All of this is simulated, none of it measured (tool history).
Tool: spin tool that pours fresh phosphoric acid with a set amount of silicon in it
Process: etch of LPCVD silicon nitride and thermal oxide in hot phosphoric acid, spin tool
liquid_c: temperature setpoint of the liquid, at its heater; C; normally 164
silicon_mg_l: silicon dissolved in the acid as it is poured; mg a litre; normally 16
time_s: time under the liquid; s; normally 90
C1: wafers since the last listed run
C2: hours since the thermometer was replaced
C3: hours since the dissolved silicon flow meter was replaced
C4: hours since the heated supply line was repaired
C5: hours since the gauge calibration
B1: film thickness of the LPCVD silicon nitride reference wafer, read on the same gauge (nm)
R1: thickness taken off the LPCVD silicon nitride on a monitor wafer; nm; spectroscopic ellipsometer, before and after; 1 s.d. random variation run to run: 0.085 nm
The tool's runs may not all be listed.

run 1 hour=0 | liquid_c=166 silicon_mg_l=16 time_s=90 | C1=0 C2=1556 C3=578.6 C4=2129.7 C5=1052.3 | B1=49.99 | R1=9.9
run 2 hour=41.9 | liquid_c=166 silicon_mg_l=16 time_s=90 | C1=593 C2=1597.9 C3=620.5 C4=2171.6 C5=1094.2 | B1=50.01 | R1=9.82
run 3 hour=203.6 | liquid_c=166 silicon_mg_l=16 time_s=90 | C1=2291 C2=1759.6 C3=782.2 C4=2333.3 C5=1255.9 | B1=50.02 | R1=9.76
run 4 hour=299 | liquid_c=164 silicon_mg_l=16 time_s=90 | C1=1351 C2=1855 C3=877.6 C4=2428.7 C5=1351.3 | B1=49.99 | R1=8.94
-- hour=398.4 heated supply line repaired
run 5 hour=406.3 | liquid_c=164 silicon_mg_l=16 time_s=90 | C1=1506 C2=1962.3 C3=984.9 C4=7.9 C5=1458.6 | B1=50.02 | R1=9.23
run 6 hour=459.5 | liquid_c=164 silicon_mg_l=16 time_s=90 | C1=753 C2=2015.5 C3=1038.1 C4=61.1 C5=1511.8 | B1=49.99 | R1=9.44
run 7 hour=500.1 | liquid_c=165.5 silicon_mg_l=16 time_s=90 | C1=575 C2=2056.1 C3=1078.7 C4=101.7 C5=1552.4 | B1=49.99 | R1=9.94
run 8 hour=575.1 | liquid_c=161.5 silicon_mg_l=3.5 time_s=90 | C1=1062 C2=2131.1 C3=1153.7 C4=176.7 C5=1627.4 | B1=50.02 | R1=8.58
-- hour=615.5 dissolved silicon flow meter replaced
run 9 hour=632.5 | liquid_c=166 silicon_mg_l=16 time_s=45 | C1=799 C2=2188.5 C3=17 C4=234.1 C5=1684.8 | B1=49.98 | R1=4.87
-- hour=661.7 thermometer replaced
run 10 hour=735.1 | liquid_c=165.5 silicon_mg_l=21 time_s=55 | C1=1439 C2=73.4 C3=119.6 C4=336.7 C5=1787.4 | B1=49.99 | R1=6.47
run 11 hour=834.2 | liquid_c=164 silicon_mg_l=16 time_s=90 | C1=1404 C2=172.5 C3=218.7 C4=435.8 C5=1886.5 | B1=50.01 | R1=10.07
run 12 hour=927.4 | liquid_c=164 silicon_mg_l=16 time_s=90 | C1=1320 C2=265.7 C3=311.9 C4=529 C5=1979.7 | B1=50 | R1=9.96
-- hour=952.1 gauge calibrated
run 13 hour=995 | liquid_c=166 silicon_mg_l=16 time_s=115 | C1=957 C2=333.3 C3=379.5 C4=596.6 C5=42.9 | B1=50.01 | R1=13.56
run 14 hour=1050.1 | liquid_c=164 silicon_mg_l=16 time_s=90 | C1=780 C2=388.4 C3=434.6 C4=651.7 C5=98 | B1=50 | R1=9.81
run 15 hour=1123.6 | liquid_c=164 silicon_mg_l=16 time_s=90 | C1=1041 C2=461.9 C3=508.1 C4=725.2 C5=171.5 | B1=50.01 | R1=10.02
run 16 hour=1216.4 | liquid_c=164 silicon_mg_l=16 time_s=90 | C1=1314 C2=554.7 C3=600.9 C4=818 C5=264.3 | B1=50 | R1=9.8
run 17 hour=1255 | liquid_c=166 silicon_mg_l=10 time_s=55 | C1=546 C2=593.3 C3=639.5 C4=856.6 C5=302.9 | B1=50.01 | R1=6.41
run 18 hour=1355 | liquid_c=164 silicon_mg_l=7.5 time_s=40 | C1=1416 C2=693.3 C3=739.5 C4=956.6 C5=402.9 | B1=50.03 | R1=4.37
run 19 hour=1462.7 | liquid_c=163 silicon_mg_l=28 time_s=90 | C1=1526 C2=801 C3=847.2 C4=1064.3 C5=510.6 | B1=50.01 | R1=9.48
run 20 hour=1564 | liquid_c=166 silicon_mg_l=9 time_s=125 | C1=1435 C2=902.3 C3=948.5 C4=1165.6 C5=611.9 | B1=50.02 | R1=14.23
run 21 hour=1666.2 | liquid_c=162 silicon_mg_l=21 time_s=75 | C1=1448 C2=1004.5 C3=1050.7 C4=1267.8 C5=714.1 | B1=49.99 | R1=7.54
run 22 hour=1750.2 | liquid_c=161 silicon_mg_l=12.5 time_s=90 | C1=1190 C2=1088.5 C3=1134.7 C4=1351.8 C5=798.1 | B1=50 | R1=8.61

4 options for the next run, each taken on its own from the tool as it stands now. Forecast them:
run A hour=1750.6 | liquid_c=164 silicon_mg_l=16 time_s=90 | C1=5 C2=1088.9 C3=1135.1 C4=1352.2 C5=798.5 | B1=? | R1=?
run B hour=1750.6 | liquid_c=162.5 silicon_mg_l=16 time_s=90 | C1=5 C2=1088.9 C3=1135.1 C4=1352.2 C5=798.5 | B1=? | R1=?
run C hour=1750.6 | liquid_c=166.5 silicon_mg_l=16 time_s=120 | C1=5 C2=1088.9 C3=1135.1 C4=1352.2 C5=798.5 | B1=? | R1=?
run D hour=1750.6 | liquid_c=164 silicon_mg_l=16 time_s=140 | C1=5 C2=1088.9 C3=1135.1 C4=1352.2 C5=798.5 | B1=? | R1=?

run=A B1=50 R1=9.43
run=B B1=50 R1=8.97
run=C B1=50 R1=13.65
run=D B1=50 R1=14.66
Had the tool no hidden state, the same runs would have come out as:
run=A R1=10.04
run=B R1=9.55
run=C R1=14.53
run=D R1=15.61
